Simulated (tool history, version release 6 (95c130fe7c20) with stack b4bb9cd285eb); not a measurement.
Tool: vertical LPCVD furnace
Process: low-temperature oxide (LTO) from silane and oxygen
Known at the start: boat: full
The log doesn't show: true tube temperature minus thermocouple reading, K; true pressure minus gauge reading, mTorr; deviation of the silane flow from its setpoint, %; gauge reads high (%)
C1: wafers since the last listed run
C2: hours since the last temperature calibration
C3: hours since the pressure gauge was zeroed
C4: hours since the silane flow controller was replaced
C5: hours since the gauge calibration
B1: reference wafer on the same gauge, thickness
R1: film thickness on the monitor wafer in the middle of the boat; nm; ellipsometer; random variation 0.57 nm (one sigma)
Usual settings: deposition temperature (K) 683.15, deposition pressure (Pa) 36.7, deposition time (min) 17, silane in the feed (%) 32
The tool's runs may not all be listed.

Run 1, hour 0: usual settings; C1 0; C2 1068.9; C3 2297.1; C4 1978; C5 2812.4; B1 163.01. Result: R1 145.88 nm.
Run 2, hour 78.3: usual settings but deposition pressure (Pa) 42; C1 1536; C2 1147.2; C3 2375.4; C4 2056.3; C5 2890.7; B1 162.88. Result: R1 168.68 nm.
Run 3, hour 156.3: usual settings but deposition pressure (Pa) 42; C1 1530; C2 1225.2; C3 2453.4; C4 2134.3; C5 2968.7; B1 162.96. Result: R1 168.22 nm.
Run 4, hour 230.6: usual settings; C1 1457; C2 1299.5; C3 2527.7; C4 2208.6; C5 3043; B1 163.15. Result: R1 146.44 nm.
Run 5, hour 336.6: usual settings; C1 2079; C2 1405.5; C3 2633.7; C4 2314.6; C5 3149; B1 163.23. Result: R1 145.57 nm.
At hour 386.7: gauge calibrated.
Run 6, hour 418.7: usual settings; C1 1610; C2 1487.6; C3 2715.8; C4 2396.7; C5 32; B1 162.99. Result: R1 145.67 nm.
At hour 445.2: pressure gauge zeroed.
Run 7, hour 468.9: usual settings; C1 514; C2 1537.8; C3 23.7; C4 2446.9; C5 82.2; B1 163.04. Result: R1 146.57 nm.
Run 8, hour 557.7: usual settings; C1 1742; C2 1626.6; C3 112.5; C4 2535.7; C5 171; B1 162.96. Result: R1 145.38 nm.
Run 9, hour 596.6: usual settings; C1 763; C2 1665.5; C3 151.4; C4 2574.6; C5 209.9; B1 162.9. Result: R1 145.04 nm.
Run 10, hour 677: usual settings but deposition pressure (Pa) 40.7; C1 1577; C2 1745.9; C3 231.8; C4 2655; C5 290.3; B1 162.59. Result: R1 160.66 nm.
Run 11, hour 739.9: usual settings but deposition pressure (Pa) 40.7; C1 1234; C2 1808.8; C3 294.7; C4 2717.9; C5 353.2; B1 163. Result: R1 161.67 nm.
At hour 822.4: thermocouples replaced and temperature profile calibrated.
Run 12, hour 822.9: usual settings; C1 1157; C2 0.5; C3 377.7; C4 2800.9; C5 436.2; B1 163.16. Result: R1 146.47 nm.
Run 13, hour 1016.5: usual settings but deposition temperature (K) 676.15, silane in the feed (%) 28; C1 3798; C2 194.1; C3 571.3; C4 2994.5; C5 629.8; B1 163.04. Result: R1 110.82 nm.
Run 14, hour 1102.5: usual settings but deposition temperature (K) 689.15, deposition pressure (Pa) 30.7, deposition time (min) 11.5; C1 1687; C2 280.1; C3 657.3; C4 3080.5; C5 715.8; B1 163.04. Result: R1 87.88 nm.
Run 15, hour 1152.2: usual settings; C1 975; C2 329.8; C3 707; C4 3130.2; C5 765.5; B1 162.83. Result: R1 146.31 nm.
Run 16, hour 1215.7: usual settings but deposition pressure (Pa) 41.3, deposition time (min) 19; C1 1245; C2 393.3; C3 770.5; C4 3193.7; C5 829; B1 163.19. Result: R1 184.11 nm.
Run 17, hour 1309.5: usual settings; C1 1840; C2 487.1; C3 864.3; C4 3287.5; C5 922.8; B1 162.82. Result: R1 145.57 nm.
Run 18, hour 1346.6: usual settings; C1 727; C2 524.2; C3 901.4; C4 3324.6; C5 959.9; B1 163.11. Result: R1 147.22 nm.
At hour 1484.2: silane flow controller replaced.
Run 19, hour 1546.5: usual settings but deposition temperature (K) 691.15, deposition pressure (Pa) 40.7, deposition time (min) 11, silane in the feed (%) 28; C1 3451; C2 724.1; C3 1101.3; C4 62.3; C5 1159.8; B1 162.75. Result: R1 98.99 nm.
Run 20, hour 1597.2: usual settings but deposition temperature (K) 672.15, deposition time (min) 14.5; C1 994; C2 774.8; C3 1152; C4 113; C5 1210.5; B1 162.69. Result: R1 113.7 nm.
Run 21, hour 1653.2: usual settings but deposition time (min) 22.5, silane in the feed (%) 34; C1 1098; C2 830.8; C3 1208; C4 169; C5 1266.5; B1 162.84. Result: R1 218.22 nm.
Run 22, hour 1729.1: usual settings but deposition temperature (K) 690.15, deposition pressure (Pa) 29.3, silane in the feed (%) 38; C1 1489; C2 906.7; C3 1283.9; C4 244.9; C5 1342.4; B1 162.94. Result: R1 163.62 nm.
Run 23, hour 1768.7: usual settings; C1 776; C2 946.3; C3 1323.5; C4 284.5; C5 1382; B1 163.13. Result: R1 150.79 nm.
Run 24, hour 1832.5: usual settings; C1 1251; C2 1010.1; C3 1387.3; C4 348.3; C5 1445.8; B1 163.15. Result: R1 150.65 nm.
Run 25, hour 1894.9: usual settings; C1 1224; C2 1072.5; C3 1449.7; C4 410.7; C5 1508.2; B1 162.89. Result: R1 149.57 nm.
Run 26, hour 1997.9: usual settings but deposition pressure (Pa) 44.7, deposition time (min) 22.5; C1 2020; C2 1175.5; C3 1552.7; C4 513.7; C5 1611.2; B1 162.98. Result: R1 242.64 nm.
Run 27, hour 2054.3: usual settings but deposition temperature (K) 671.15, silane in the feed (%) 29; C1 1106; C2 1231.9; C3 1609.1; C4 570.1; C5 1667.6; B1 163. Result: R1 113.46 nm.
Run 28, hour 2135.5: usual settings but deposition temperature (K) 691.15, deposition pressure (Pa) 42.7, silane in the feed (%) 30; C1 1593; C2 1313.1; C3 1690.3; C4 651.3; C5 1748.8; B1 162.88. Result: R1 174.2 nm.
Run 29, hour 2233.1: usual settings but deposition pressure (Pa) 44, silane in the feed (%) 30; C1 1914; C2 1410.7; C3 1787.9; C4 748.9; C5 1846.4; B1 162.93. Result: R1 162.92 nm.
Run 30, hour 2282.8: usual settings but deposition temperature (K) 691.15, deposition pressure (Pa) 32, deposition time (min) 11, silane in the feed (%) 29; C1 975; C2 1460.4; C3 1837.6; C4 798.6; C5 1896.1; B1 163.09. Result: R1 80.81 nm.
Run 31, hour 2376.1: usual settings but deposition pressure (Pa) 39.3, silane in the feed (%) 36; C1 1830; C2 1553.7; C3 1930.9; C4 891.9; C5 1989.4; B1 162.74. Result: R1 187.54 nm.
Run 32, hour 2446.7: usual settings but deposition time (min) 12; C1 1385; C2 1624.3; C3 2001.5; C4 962.5; C5 2060; B1 163.18. Result: R1 105.73 nm.

Some steps in R1 between neighbouring runs. How much of each would the tool show without its hidden state too (settings, what came in, random variation), and how much is left for the hidden state, with any gauge scatter that isn't in both results?
Run 13 -> 14: deposition temperature (K) 676.15 -> 689.15, deposition pressure (Pa) 36.7 -> 30.7, deposition time (min) 17 -> 11.5, silane in the feed (%) 28 -> 32. R1 -22.94 nm: hidden state +1.37, all else -24.31.
Run 14 -> 15: deposition temperature (K) 689.15 -> 683.15, deposition pressure (Pa) 30.7 -> 36.7, deposition time (min) 11.5 -> 17. R1 +58.43 nm: hidden state -2.06, all else +60.49.
Run 18 -> 19: deposition temperature (K) 683.15 -> 691.15, deposition pressure (Pa) 36.7 -> 40.7, deposition time (min) 17 -> 11, silane in the feed (%) 32 -> 28, silane flow controller replaced. R1 -48.23 nm: hidden state +5.8, all else -54.03.
Run 20 -> 21: deposition temperature (K) 672.15 -> 683.15, deposition time (min) 14.5 -> 22.5, silane in the feed (%) 32 -> 34. R1 +104.52 nm: hidden state +0.1, all else +104.42.
Run 26 -> 27: deposition temperature (K) 683.15 -> 671.15, deposition pressure (Pa) 44.7 -> 36.7, deposition time (min) 22.5 -> 17, silane in the feed (%) 32 -> 29. R1 -129.18 nm: hidden state +0.45, all else -129.63.
Run 30 -> 31: deposition temperature (K) 691.15 -> 683.15, deposition pressure (Pa) 32 -> 39.3, deposition time (min) 11 -> 17, silane in the feed (%) 29 -> 36. R1 +106.73 nm: hidden state -1.02, all else +107.75.
